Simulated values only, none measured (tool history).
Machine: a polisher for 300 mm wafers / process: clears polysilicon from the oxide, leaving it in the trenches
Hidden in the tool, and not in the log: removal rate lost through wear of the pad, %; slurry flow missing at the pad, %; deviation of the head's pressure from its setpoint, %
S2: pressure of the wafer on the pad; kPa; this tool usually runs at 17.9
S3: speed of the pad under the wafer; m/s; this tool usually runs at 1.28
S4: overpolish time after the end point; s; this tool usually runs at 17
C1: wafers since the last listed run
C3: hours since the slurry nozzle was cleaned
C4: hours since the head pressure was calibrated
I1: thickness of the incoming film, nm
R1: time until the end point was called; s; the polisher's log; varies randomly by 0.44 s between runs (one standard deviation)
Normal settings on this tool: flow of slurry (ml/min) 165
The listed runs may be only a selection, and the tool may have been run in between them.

{"run": 1, "hour": 0.0, "flow of slurry (ml/min)": 165, "S2": 17.9, "S3": 1.28, "S4": 17, "C1": 0, "wafers polished on this pad": 519, "C3": 189, "C4": 1344.9, "I1": 669.8, "R1": 41.2}
{"run": 2, "hour": 28.4, "flow of slurry (ml/min)": 165, "S2": 17.9, "S3": 1.28, "S4": 17, "C1": 322, "wafers polished on this pad": 841, "C3": 217.4, "C4": 1373.3, "I1": 679, "R1": 42.6}
{"run": 3, "hour": 51.1, "flow of slurry (ml/min)": 165, "S2": 17.9, "S3": 1.28, "S4": 17, "C1": 257, "wafers polished on this pad": 1099, "C3": 240.1, "C4": 1396, "I1": 675.7, "R1": 43.4}
{"hour": 72.6, "done": "worn pad replaced by a new one"}
{"run": 4, "hour": 73.1, "flow of slurry (ml/min)": 165, "S2": 17.9, "S3": 1.28, "S4": 17, "C1": 204, "wafers polished on this pad": 5, "C3": 262.1, "C4": 1418, "I1": 671.8, "R1": 37.7}
{"run": 5, "hour": 105.5, "flow of slurry (ml/min)": 165, "S2": 17.9, "S3": 1.28, "S4": 17, "C1": 367, "wafers polished on this pad": 373, "C3": 294.5, "C4": 1450.4, "I1": 676.5, "R1": 39.5}
{"hour": 119.1, "done": "head pressure recalibrated"}
{"run": 6, "hour": 123.9, "flow of slurry (ml/min)": 150, "S2": 17.9, "S3": 1.28, "S4": 17, "C1": 186, "wafers polished on this pad": 559, "C3": 312.9, "C4": 4.8, "I1": 668, "R1": 41.1}
{"run": 7, "hour": 144.1, "flow of slurry (ml/min)": 165, "S2": 17.9, "S3": 1.28, "S4": 17, "C1": 229, "wafers polished on this pad": 788, "C3": 333.1, "C4": 25, "I1": 675.6, "R1": 41.8}
{"run": 8, "hour": 162.3, "flow of slurry (ml/min)": 165, "S2": 17.9, "S3": 1.28, "S4": 17, "C1": 206, "wafers polished on this pad": 994, "C3": 351.3, "C4": 43.2, "I1": 673.6, "R1": 41.7}
{"hour": 180.4, "done": "worn pad replaced by a new one, of another model than before"}
{"run": 9, "hour": 185.0, "flow of slurry (ml/min)": 165, "S2": 17.9, "S3": 1.06, "S4": 17, "C1": 212, "wafers polished on this pad": 51, "C3": 374, "C4": 65.9, "I1": 685.6, "R1": 42.8}
{"run": 10, "hour": 197.7, "flow of slurry (ml/min)": 110, "S2": 17.9, "S3": 1.28, "S4": 17, "C1": 144, "wafers polished on this pad": 195, "C3": 386.7, "C4": 78.6, "I1": 688, "R1": 41.5}
{"run": 11, "hour": 224.2, "flow of slurry (ml/min)": 165, "S2": 23.4, "S3": 1.28, "S4": 17, "C1": 300, "wafers polished on this pad": 496, "C3": 413.2, "C4": 105.1, "I1": 680.2, "R1": 33.2}
{"run": 12, "hour": 251.9, "flow of slurry (ml/min)": 165, "S2": 15.9, "S3": 1.28, "S4": 17, "C1": 314, "wafers polished on this pad": 810, "C3": 440.9, "C4": 132.8, "I1": 688.7, "R1": 45.1}
{"run": 13, "hour": 286.2, "flow of slurry (ml/min)": 165, "S2": 15.9, "S3": 0.94, "S4": 17, "C1": 389, "wafers polished on this pad": 1199, "C3": 475.2, "C4": 167.1, "I1": 682, "R1": 54.5}
{"hour": 293.0, "done": "worn pad replaced by a new one"}
{"hour": 293.0, "done": "slurry nozzle cleaned"}
{"run": 14, "hour": 312.6, "flow of slurry (ml/min)": 165, "S2": 17.9, "S3": 1.28, "S4": 17, "C1": 288, "wafers polished on this pad": 222, "C3": 19.6, "C4": 193.5, "I1": 683.8, "R1": 39.1}
{"run": 15, "hour": 347.5, "flow of slurry (ml/min)": 165, "S2": 17.9, "S3": 1.28, "S4": 17, "C1": 395, "wafers polished on this pad": 618, "C3": 54.5, "C4": 228.4, "I1": 676.6, "R1": 41.5}
{"run": 16, "hour": 361.4, "flow of slurry (ml/min)": 120, "S2": 20.7, "S3": 1.14, "S4": 17, "C1": 157, "wafers polished on this pad": 776, "C3": 68.4, "C4": 242.3, "I1": 672.7, "R1": 40.5}
{"run": 17, "hour": 390.2, "flow of slurry (ml/min)": 190, "S2": 17.9, "S3": 1.44, "S4": 17, "C1": 326, "wafers polished on this pad": 1103, "C3": 97.2, "C4": 271.1, "I1": 681.1, "R1": 39.2}

4 ways to go on from here, each from the tool as it stands after run 17. What would each give?
{"run": "A", "hour": 390.6, "flow of slurry (ml/min)": 165, "S2": 17.9, "S3": 1.28, "S4": 17, "C1": 4, "wafers polished on this pad": 1107, "C3": 97.6, "C4": 271.5, "I1": 670, "R1": "?"}
{"run": "B", "hour": 390.6, "flow of slurry (ml/min)": 120, "S2": 14.5, "S3": 1.28, "S4": 17, "C1": 4, "wafers polished on this pad": 1107, "C3": 97.6, "C4": 271.5, "I1": 670, "R1": "?"}
{"run": "C", "hour": 390.6, "flow of slurry (ml/min)": 220, "S2": 17.9, "S3": 1.06, "S4": 17, "C1": 4, "wafers polished on this pad": 1107, "C3": 97.6, "C4": 271.5, "I1": 670, "R1": "?"}
{"run": "D", "hour": 390.6, "flow of slurry (ml/min)": 165, "S2": 17.9, "S3": 1.08, "S4": 17, "C1": 4, "wafers polished on this pad": 1107, "C3": 97.6, "C4": 271.5, "I1": 670, "R1": "?"}

run=A R1=42.4
run=B R1=51.2
run=C R1=45.3
run=D R1=46.3
Stripped of hidden state, with their random variation kept, the same runs would have yielded:
run=A R1=37.4
run=B R1=45.1
run=C R1=39.9
run=D R1=40.8

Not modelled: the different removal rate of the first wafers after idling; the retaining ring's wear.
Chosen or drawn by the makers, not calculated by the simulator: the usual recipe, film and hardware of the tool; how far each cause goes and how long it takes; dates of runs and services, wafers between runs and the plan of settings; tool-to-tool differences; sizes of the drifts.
